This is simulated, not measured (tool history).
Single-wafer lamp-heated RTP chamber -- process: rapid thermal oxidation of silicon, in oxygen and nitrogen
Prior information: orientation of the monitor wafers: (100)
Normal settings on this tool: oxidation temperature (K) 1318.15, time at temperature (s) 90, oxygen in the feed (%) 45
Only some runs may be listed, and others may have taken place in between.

run	hour	oxidation temperature (K)	time at temperature (s)	oxygen in the feed (%)	wafers since the last listed run	wafers since the last pyrometer calibration	hours since the oxygen flow controller was replaced	hours since the gauge calibration	read-back reference wafer on the same gauge, thickness	oxide thickness on the monitor wafer (nm)
1	0	1318.15	90	45	0	1635	2878.7	64.2	8.861	7.761
2	104.5	1318.15	90	45	844	2480	2983.2	168.7	8.923	7.806
# hour 195.7: pyrometer window cleaned and pyrometer calibrated
3	206.6	1318.15	90	45	760	87	3085.3	270.8	9.005	7.899
4	273.5	1308.15	61	45	540	628	3152.2	337.7	9.067	6.207
5	353.7	1308.15	61	45	648	1276	3232.4	417.9	9.105	6.265
6	432.5	1308.15	61	45	636	1913	3311.2	496.7	9.128	6.321
7	484.3	1318.15	90	65	418	2332	3363	548.5	9.127	9.184
# hour 582.3: pyrometer window cleaned and pyrometer calibrated
8	591.7	1318.15	90	65	803	76	3470.4	655.9	9.157	9.06
9	637.6	1318.15	90	65	371	447	3516.3	701.8	9.17	9.103
10	692.8	1318.15	90	45	446	893	3571.5	757	9.156	8.022
11	743.4	1318.15	90	45	409	1302	3622.1	807.6	9.186	8.015
12	815	1318.15	90	45	578	1881	3693.7	879.2	9.176	8.093
13	876.4	1336.15	62	20	496	2377	3755.1	940.6	9.193	5.805
# hour 956.8: oxygen flow controller replaced
# hour 969.5: pyrometer window cleaned and pyrometer calibrated
14	970	1291.15	90	45	627	4	13.2	1034.2	9.202	6.658
# hour 1122: gauge calibrated
15	1240.8	1330.15	70	67	2188	2193	284	118.8	8.895	8.547
16	1340.7	1342.15	117	55	807	3000	383.9	218.7	8.962	11.149
# hour 1352.8: pyrometer window cleaned and pyrometer calibrated
17	1393.9	1328.15	90	45	365	332	437.1	271.9	8.98	8.365
18	1575.6	1318.15	90	45	1468	1801	618.8	453.6	9.073	7.988
19	1643.1	1318.15	90	45	545	2346	686.3	521.1	9.068	7.947
# hour 1716.5: pyrometer window cleaned and pyrometer calibrated
20	1717	1343.15	135	33	532	4	760.2	595	9.099	10.12
21	1818.6	1330.15	116	74	821	825	861.8	696.6	9.134	11.619
22	1926.2	1310.15	90	45	869	1695	969.4	804.2	9.141	7.563
23	1998.9	1318.15	90	45	587	2283	1042.1	876.9	9.165	8.084
# hour 2074.9: pyrometer window cleaned and pyrometer calibrated
24	2075.4	1288.15	90	45	553	4	1118.6	953.4	9.158	6.525
25	2105	1310.15	90	45	239	243	1148.2	983	9.136	7.584

Some steps in oxide thickness on the monitor wafer (nm), run to run, broken into two amounts with sign: the step expected even without the hidden condition (settings, incoming material, random variation), and the rest, left for the hidden condition together with whatever gauge scatter is not in both the measured and the hidden-condition-free result:
The hidden state here: true wafer temperature minus pyrometer reading, K; deviation of the oxygen flow from its setpoint, %; gauge reads high (%).
Run 6 -> 7: oxidation temperature (K) 1308.15 -> 1318.15, time at temperature (s) 61 -> 90, oxygen in the feed (%) 45 -> 65. oxide thickness on the monitor wafer (nm) +2.863: hidden state +0.133, all else +2.73.
Run 14 -> 15: oxidation temperature (K) 1291.15 -> 1330.15, time at temperature (s) 90 -> 70, oxygen in the feed (%) 45 -> 67, gauge calibrated. oxide thickness on the monitor wafer (nm) +1.889: hidden state -0.2, all else +2.089.
Run 21 -> 22: oxidation temperature (K) 1330.15 -> 1310.15, time at temperature (s) 116 -> 90, oxygen in the feed (%) 74 -> 45. oxide thickness on the monitor wafer (nm) -4.056: hidden state -0.163, all else -3.893.
